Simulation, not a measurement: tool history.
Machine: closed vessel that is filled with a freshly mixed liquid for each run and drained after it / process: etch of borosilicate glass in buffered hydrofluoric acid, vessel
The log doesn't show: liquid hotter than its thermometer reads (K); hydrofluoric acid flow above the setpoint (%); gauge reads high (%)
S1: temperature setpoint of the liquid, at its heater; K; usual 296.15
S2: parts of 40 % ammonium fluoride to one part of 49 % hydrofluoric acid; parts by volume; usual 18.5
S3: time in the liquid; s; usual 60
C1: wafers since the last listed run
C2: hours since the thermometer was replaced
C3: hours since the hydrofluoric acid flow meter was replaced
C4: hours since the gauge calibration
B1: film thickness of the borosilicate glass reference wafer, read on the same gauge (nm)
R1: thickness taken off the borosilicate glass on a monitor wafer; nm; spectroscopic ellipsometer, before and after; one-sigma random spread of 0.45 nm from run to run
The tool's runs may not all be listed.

run	hour	S1	S2	S3	C1	C2	C3	C4	B1	R1
1	0	296.15	18.5	60	0	1803.5	606	99.3	80.02	52.53
2	15.5	296.15	18.5	85	1723	1819	621.5	114.8	79.97	74.98
3	46.1	296.15	18.5	85	3402	1849.6	652.1	145.4	79.98	74.67
4	58.7	296.15	18.5	85	1400	1862.2	664.7	158	79.98	75.43
5	77.5	294.65	18.5	75	2090	1881	683.5	176.8	80	60.87
6	92.7	294.65	18.5	75	1690	1896.2	698.7	192	79.99	61.4
7	106.5	294.65	18.5	75	1534	1910	712.5	205.8	80	61.33
8	119.4	300.15	18.5	60	1434	1922.9	725.4	218.7	79.99	66.54
9	140.3	300.15	18.5	60	2323	1943.8	746.3	239.6	79.95	66.97
10	153.1	300.15	18.5	60	1423	1956.6	759.1	252.4	79.99	66.7
11	175.7	296.15	18.5	60	2512	1979.2	781.7	275	79.98	52.43
12	218.9	296.15	18.5	45	4803	2022.4	824.9	318.2	79.96	41.17
13	242.6	296.15	18.5	60	2635	2046.1	848.6	341.9	79.97	54.8
14	268.6	296.15	18.5	30	2890	2072.1	874.6	367.9	79.99	27.18
15	283.9	294.65	18.5	75	1701	2087.4	889.9	383.2	80.04	61.73
# hour 288.9: gauge calibrated
16	297.9	296.15	18.5	60	1556	2101.4	903.9	9	80.05	54.89
# hour 303.3: thermometer replaced
# hour 314.8: hydrofluoric acid flow meter replaced
17	321.9	296.15	18.5	60	2446	18.6	7.1	33	79.97	49.95
18	354.7	300.15	23.5	40	3646	51.4	39.9	65.8	80.01	33.26

What will run 19 give?
19	386.5	296.15	18.5	35	3535	83.2	71.7	97.6	?	?

Run 19 produced B1 80.03, R1 29.23 nm.
Minus the tool's unlogged condition, the same run would have read R1 28.62 nm.

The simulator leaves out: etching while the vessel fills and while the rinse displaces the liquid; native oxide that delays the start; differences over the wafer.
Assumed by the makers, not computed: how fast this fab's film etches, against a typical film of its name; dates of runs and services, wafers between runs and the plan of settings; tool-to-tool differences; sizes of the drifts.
